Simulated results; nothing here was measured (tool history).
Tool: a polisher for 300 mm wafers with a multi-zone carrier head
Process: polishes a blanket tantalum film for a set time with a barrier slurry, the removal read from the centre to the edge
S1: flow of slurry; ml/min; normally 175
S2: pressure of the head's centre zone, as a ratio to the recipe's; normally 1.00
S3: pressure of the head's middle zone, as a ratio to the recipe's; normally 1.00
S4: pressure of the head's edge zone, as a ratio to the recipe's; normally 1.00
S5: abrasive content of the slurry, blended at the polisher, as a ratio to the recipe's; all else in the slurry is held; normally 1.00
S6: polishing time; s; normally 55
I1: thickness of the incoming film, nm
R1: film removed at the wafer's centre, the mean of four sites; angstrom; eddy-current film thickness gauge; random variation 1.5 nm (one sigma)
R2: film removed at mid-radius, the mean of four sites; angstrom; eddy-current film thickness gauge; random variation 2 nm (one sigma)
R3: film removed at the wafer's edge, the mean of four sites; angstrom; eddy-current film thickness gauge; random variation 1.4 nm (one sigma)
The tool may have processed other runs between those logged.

run 1 hour=0.0 | S1=175 S2=1.00 S3=1.00 S4=1.00 S5=1.00 S6=61 | I1=434.3 | R1=1534 R2=1472 R3=1510
run 2 hour=16.0 | S1=175 S2=1.00 S3=1.00 S4=1.00 S5=1.00 S6=55 | I1=429.1 | R1=1397 R2=1353 R3=1384
run 3 hour=22.9 | S1=175 S2=1.00 S3=1.00 S4=1.00 S5=1.00 S6=55 | I1=434.1 | R1=1407 R2=1355 R3=1407
-- hour=30.8 worn pad replaced by a new one
run 4 hour=38.2 | S1=175 S2=1.00 S3=1.00 S4=1.00 S5=1.00 S6=55 | I1=433.1 | R1=1373 R2=1318 R3=1418
run 5 hour=47.6 | S1=220 S2=0.90 S3=1.00 S4=0.91 S5=0.70 S6=55 | I1=431.0 | R1=1135 R2=1219 R3=1172
run 6 hour=65.4 | S1=175 S2=1.00 S3=1.03 S4=1.00 S5=1.00 S6=44 | I1=436.2 | R1=1088 R2=1103 R3=1096
run 7 hour=82.6 | S1=230 S2=1.00 S3=1.00 S4=0.95 S5=1.00 S6=55 | I1=426.6 | R1=1472 R2=1435 R3=1391
run 8 hour=90.2 | S1=175 S2=1.00 S3=1.00 S4=1.00 S5=1.00 S6=55 | I1=428.9 | R1=1389 R2=1356 R3=1388
run 9 hour=99.9 | S1=175 S2=0.90 S3=1.00 S4=1.00 S5=1.00 S6=67 | I1=431.2 | R1=1536 R2=1656 R3=1690
-- hour=110.7 worn pad replaced by a new one
-- hour=134.7 edge zone pressure recalibrated
run 10 hour=135.2 | S1=210 S2=0.92 S3=1.00 S4=1.00 S5=0.85 S6=55 | I1=424.5 | R1=1247 R2=1326 R3=1346
run 11 hour=140.8 | S1=175 S2=1.00 S3=1.00 S4=1.00 S5=1.00 S6=63 | I1=431.0 | R1=1584 R2=1529 R3=1587
run 12 hour=151.8 | S1=175 S2=1.00 S3=1.00 S4=1.00 S5=1.00 S6=55 | I1=426.6 | R1=1383 R2=1317 R3=1377
-- hour=160.1 carrier head's membrane replaced by a new one
run 13 hour=161.5 | S1=210 S2=1.12 S3=0.95 S4=1.00 S5=1.00 S6=55 | I1=437.2 | R1=1591 R2=1336 R3=1412
run 14 hour=170.4 | S1=130 S2=1.00 S3=1.00 S4=1.00 S5=1.00 S6=62 | I1=424.0 | R1=1434 R2=1453 R3=1476
run 15 hour=182.4 | S1=145 S2=1.00 S3=1.00 S4=1.00 S5=1.00 S6=55 | I1=428.3 | R1=1322 R2=1314 R3=1344
run 16 hour=196.3 | S1=175 S2=1.00 S3=1.00 S4=1.00 S5=1.00 S6=55 | I1=426.5 | R1=1363 R2=1346 R3=1365
-- hour=207.6 worn pad replaced by a new one
run 17 hour=212.8 | S1=175 S2=1.09 S3=1.00 S4=0.92 S5=1.00 S6=55 | I1=426.1 | R1=1482 R2=1352 R3=1332
run 18 hour=226.5 | S1=175 S2=1.00 S3=1.00 S4=1.00 S5=1.00 S6=42 | I1=425.9 | R1=1026 R2=1030 R3=1060
run 19 hour=236.9 | S1=175 S2=1.00 S3=1.00 S4=1.00 S5=1.00 S6=55 | I1=434.6 | R1=1357 R2=1346 R3=1394

For run 20, what comes out?
run 20 hour=243.7 | S1=175 S2=1.10 S3=1.00 S4=1.00 S5=1.00 S6=55 | I1=425.3 | R1=? R2=? R3=?

Run 20 gave R1 1478 angstrom, R2 1389 angstrom, R3 1364 angstrom.
Had the tool carried no hidden state, the very same run would have given R1 1507 angstrom, R2 1405 angstrom, R3 1375 angstrom.
